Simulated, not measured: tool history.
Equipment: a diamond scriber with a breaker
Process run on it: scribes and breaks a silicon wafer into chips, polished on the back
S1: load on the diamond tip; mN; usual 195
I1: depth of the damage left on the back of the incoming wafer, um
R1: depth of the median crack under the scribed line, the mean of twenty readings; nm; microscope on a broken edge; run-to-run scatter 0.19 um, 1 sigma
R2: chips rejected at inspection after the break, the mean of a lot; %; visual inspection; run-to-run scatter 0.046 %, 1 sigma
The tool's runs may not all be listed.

run	hour	S1	I1	R1	R2
1	0.0	195	0.03	10480	1.33
# hour 58.2: load on the tip recalibrated
2	58.7	195	0.04	9130	7.24
3	120.9	195	0.05	9080	8.86
4	173.9	195	0.03	9160	10.39
5	249.1	195	0.05	8890	12.45
6	314.4	195	0.03	8950	13.54
# hour 336.4: diamond tip replaced by a new one
7	346.6	195	0.04	10400	1.25
8	405.4	175	0.05	9910	3.13
9	475.9	148	0.05	8530	15.50
10	505.5	195	0.04	11190	2.42
# hour 548.9: load on the tip recalibrated
11	557.4	179	0.03	9620	3.60
12	586.5	195	0.04	10790	1.24
13	645.5	195	0.05	10610	1.36
14	686.4	234	0.04	11980	9.80

Consider 5 possible next runs. They are alternatives, not a sequence: every one starts from the tool as it was left by run 14. What does each give?
A	687.0	253	0.02	?	?
B	687.0	147	0.02	?	?
C	687.0	240	0.02	?	?
D	687.0	239	0.02	?	?
E	687.0	217	0.02	?	?

run	R1	R2
A	12960	17.27
B	8420	23.22
C	12450	11.72
D	12410	11.32
E	11520	4.03
What these runs would have given with no unlogged condition in the tool:
run	R1	R2
A	13020	17.94
B	8450	22.48
C	12510	12.29
D	12470	11.88
E	11570	4.35
